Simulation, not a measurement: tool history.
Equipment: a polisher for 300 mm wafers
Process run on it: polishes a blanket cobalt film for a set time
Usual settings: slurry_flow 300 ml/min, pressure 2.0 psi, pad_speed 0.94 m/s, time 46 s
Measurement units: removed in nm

run     day  slurry_flow  pressure  pad_speed  time  wafers since the last listed run  wafers polished on this pad  hours since the slurry nozzle was cleaned  hours since the head pressure was calibrated  incoming thickness of the incoming film, nm  removed
  1   0.000          300       2.0       0.94    46                                 0                          444                                      483.2                                         401.4                                       1436.9    174.0
  2   1.171          300       2.0       0.94    46                               326                          770                                      511.3                                         429.5                                       1441.0    169.7
  3   2.167          300       2.0       0.94    46                               277                         1048                                      535.2                                         453.4                                       1471.6    172.2
  4   2.808          300       2.0       0.94    46                               179                         1227                                      550.6                                         468.8                                       1472.8    172.0
  5   3.821          300       2.0       0.94    46                               282                         1510                                      574.9                                         493.1                                       1476.1    171.2
  6   5.412          300       2.2       0.94    46                               444                         1954                                      613.1                                         531.3                                       1454.1    178.6
  7   6.325          300       2.2       0.94    46                               254                         2208                                      635.0                                         553.2                                       1451.0    182.7
  8   7.038          300       2.0       0.94    46                               198                         2407                                      652.1                                         570.3                                       1444.2    165.7
      7.479  -- worn pad replaced by a new one, repeated, since the last time left the tool worse
  9   7.575          300       2.0       0.94    46                               103                           26                                      665.0                                         583.2                                       1459.0    200.9
 10   8.388          300       2.0       0.94    46                               226                          252                                      684.5                                         602.7                                       1425.3    198.2
      8.500  -- slurry nozzle cleaned
 11   9.867          300       2.0       1.18    46                               401                          653                                       32.8                                         638.2                                       1436.8    236.8
 12  11.246          300       2.0       1.18    46                               384                         1038                                       65.9                                         671.3                                       1441.7    235.0
 13  12.329          300       2.0       1.18    46                               302                         1340                                       91.9                                         697.3                                       1447.5    229.9
 14  13.538          300       2.0       1.18    46                               337                         1677                                      120.9                                         726.3                                       1425.9    237.0
 15  14.158          300       2.0       0.94    46                               173                         1851                                      135.8                                         741.2                                       1473.8    188.1
 16  14.796          300       2.0       1.24    46                               177                         2028                                      151.1                                         756.5                                       1449.3    243.6
 17  15.942          300       2.0       0.94    46                               319                         2348                                      178.6                                         784.0                                       1434.2    190.3
     16.033  -- head pressure recalibrated
 18  17.050          390       1.7       0.94    39                               285                         2634                                      205.2                                          24.4                                       1452.2    146.9
     17.217  -- worn pad replaced by a new one
 19  17.696          300       2.6       0.76    32                               133                          133                                      220.7                                          39.9                                       1442.6    138.4
 20  18.671          300       2.0       0.94    46                               271                          405                                      244.1                                          63.3                                       1420.5    190.6
 21  19.646          220       2.0       1.24    54                               271                          677                                      267.5                                          86.7                                       1428.3    279.6
 22  20.429          335       2.5       0.94    46                               218                          896                                      286.3                                         105.5                                       1449.3    231.2
 23  21.071          370       2.0       0.94    59                               179                         1075                                      301.7                                         120.9                                       1426.6    247.9
 24  24.925          385       2.0       0.94    46                              1075                         2150                                      394.2                                         213.4                                       1458.1    185.7
 25  26.292          300       1.5       0.74    46                               381                         2531                                      427.0                                         246.2                                       1443.1    122.8
 26  27.612          300       2.4       0.94    46                               368                         2900                                      458.7                                         277.9                                       1446.5    213.6
 27  28.375          300       2.0       0.94    46                               212                         3112                                      477.0                                         296.2                                       1432.3    186.5
     28.638  -- worn pad replaced by a new one
 28  29.454          340       2.6       0.94    46                               254                          227                                      502.9                                         322.1                                       1468.6    241.1
 29  30.446          300       2.0       0.94    46                               276                          504                                      526.7                                         345.9                                       1471.9    196.7
 30  31.888          300       2.0       1.16    46                               402                          906                                      561.3                                         380.5                                       1445.6    227.4
 31  33.338          235       2.0       0.94    46                               404                         1310                                      596.1                                         415.3                                       1479.2    185.5
 32  34.212          300       2.0       0.94    46                               244                         1555                                      617.1                                         436.3                                       1473.8    191.0
 33  35.067          255       2.0       0.94    41                               238                         1793                                      637.6                                         456.8                                       1457.5    167.1
 34  35.767          225       2.0       0.94    42                               195                         1988                                      654.4                                         473.6                                       1429.7    170.0
 35  36.512          300       2.0       0.94    46                               208                         2196                                      672.3                                         491.5                                       1453.2    189.6
 36  37.796          300       1.7       1.22    35                               358                         2554                                      703.1                                         522.3                                       1446.9    156.9

Hidden state at the last listed run before each entry between runs and at the first one after, where it differs:
After run 8, before run 9: worn pad replaced by a new one, repeated, since the last time left the tool worse (day 7.479)
  removal rate lost through wear of the pad, %: 15.6 -> 0.274
  measured value less the no-hidden-state value, removed: -30.5 -> -0.6 nm
After run 10, before run 11: slurry nozzle cleaned (day 8.500)
  removal rate lost through wear of the pad, %: 1.45 -> 2.99
  measured value less the no-hidden-state value, removed: -2.9 -> -7.3 nm
After run 17, before run 18: head pressure recalibrated (day 16.033)
  removal rate lost through wear of the pad, %: 5.31 -> 5.44
  measured value less the no-hidden-state value, removed: -10.7 -> -8.4 nm
After run 18, before run 19: worn pad replaced by a new one (day 17.217)
  removal rate lost through wear of the pad, %: 5.44 -> 1.54
  measured value less the no-hidden-state value, removed: -8.4 -> -2.1 nm
After run 27, before run 28: worn pad replaced by a new one (day 28.638)
  removal rate lost through wear of the pad, %: 6.24 -> 1.91
  measured value less the no-hidden-state value, removed: -12.4 -> -4.7 nm
